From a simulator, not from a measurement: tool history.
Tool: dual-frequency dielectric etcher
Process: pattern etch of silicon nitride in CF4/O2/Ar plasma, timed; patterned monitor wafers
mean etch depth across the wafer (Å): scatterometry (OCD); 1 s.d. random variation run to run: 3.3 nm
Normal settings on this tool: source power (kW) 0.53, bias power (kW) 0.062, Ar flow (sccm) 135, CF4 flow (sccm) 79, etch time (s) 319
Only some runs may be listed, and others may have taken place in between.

| run | hour | source power (kW) | bias power (kW) | Ar flow (sccm) | CF4 flow (sccm) | etch time (s) | read-back reference wafer on the same gauge, depth_nm | mean etch depth across the wafer (Å) |
|---|---|---|---|---|---|---|---|---|
| 1 | 0 | 0.63 | 0.062 | 135 | 79 | 319 | 644.2 | 7817 |
|  | 38.4 | wet clean of the chamber |
| 2 | 38.9 | 0.64 | 0.075 | 135 | 79 | 319 | 642.4 | 7918 |
| 3 | 39.3 | 0.53 | 0.062 | 135 | 79 | 319 | 642.4 | 6369 |
| 4 | 39.7 | 0.53 | 0.072 | 135 | 79 | 319 | 643.4 | 6644 |
|  | 55.5 | bias power generator calibrated |
| 5 | 64.7 | 0.53 | 0.047 | 135 | 79 | 246.5 | 643.7 | 4559 |
|  | 73.5 | CF4 flow controller replaced |
|  | 77.6 | source power generator calibrated |
| 6 | 78.1 | 0.63 | 0.062 | 135 | 65 | 319 | 641.8 | 7239 |
| 7 | 82.8 | 0.53 | 0.062 | 135 | 79 | 319 | 642.1 | 6417 |
| 8 | 89.2 | 0.53 | 0.062 | 135 | 79 | 319 | 642.3 | 6404 |
| 9 | 101.8 | 0.53 | 0.062 | 101 | 68 | 319 | 643.1 | 6510 |
| 10 | 113.4 | 0.49 | 0.062 | 135 | 97 | 319 | 641.6 | 6201 |
| 11 | 125.4 | 0.53 | 0.078 | 135 | 79 | 284 | 643.4 | 6132 |
| 12 | 136.9 | 0.53 | 0.07 | 104 | 73 | 319 | 643.1 | 6794 |
| 13 | 151 | 0.53 | 0.062 | 135 | 79 | 319 | 643.6 | 6446 |
| 14 | 168.2 | 0.53 | 0.062 | 145 | 84 | 319 | 644.6 | 6434 |
| 15 | 175.5 | 0.53 | 0.062 | 135 | 89 | 319 | 643.3 | 6603 |
| 16 | 184.8 | 0.53 | 0.062 | 135 | 79 | 319 | 642.6 | 6507 |
| 17 | 194 | 0.44 | 0.055 | 148 | 79 | 234 | 643.2 | 3906 |
| 18 | 229.7 | 0.53 | 0.062 | 164 | 71 | 319 | 643.2 | 6260 |
| 19 | 243.1 | 0.43 | 0.062 | 135 | 79 | 319 | 642.6 | 5489 |
| 20 | 252.3 | 0.53 | 0.062 | 135 | 86 | 319 | 643.1 | 6516 |
| 21 | 268.3 | 0.45 | 0.047 | 135 | 79 | 319 | 642.3 | 5279 |

Forecast each of these 4 alternatives for the next run:
| A | 268.8 | 0.53 | 0.077 | 135 | 79 | 319 | ? | ? |
| B | 268.8 | 0.53 | 0.048 | 135 | 79 | 283.5 | ? | ? |
| C | 268.8 | 0.57 | 0.073 | 123 | 98 | 319 | ? | ? |
| D | 268.8 | 0.53 | 0.055 | 126 | 92 | 367.5 | ? | ? |

| run | read-back reference wafer on the same gauge, depth_nm | mean etch depth across the wafer (Å) |
|---|---|---|
| A | 642.9 | 7001 |
| B | 642.9 | 5425 |
| C | 642.9 | 7565 |
| D | 642.9 | 7494 |
Without the tool's hidden state the same runs would have given:
| run | mean etch depth across the wafer (Å) |
|---|---|
| A | 6893 |
| B | 5342 |
| C | 7448 |
| D | 7378 |

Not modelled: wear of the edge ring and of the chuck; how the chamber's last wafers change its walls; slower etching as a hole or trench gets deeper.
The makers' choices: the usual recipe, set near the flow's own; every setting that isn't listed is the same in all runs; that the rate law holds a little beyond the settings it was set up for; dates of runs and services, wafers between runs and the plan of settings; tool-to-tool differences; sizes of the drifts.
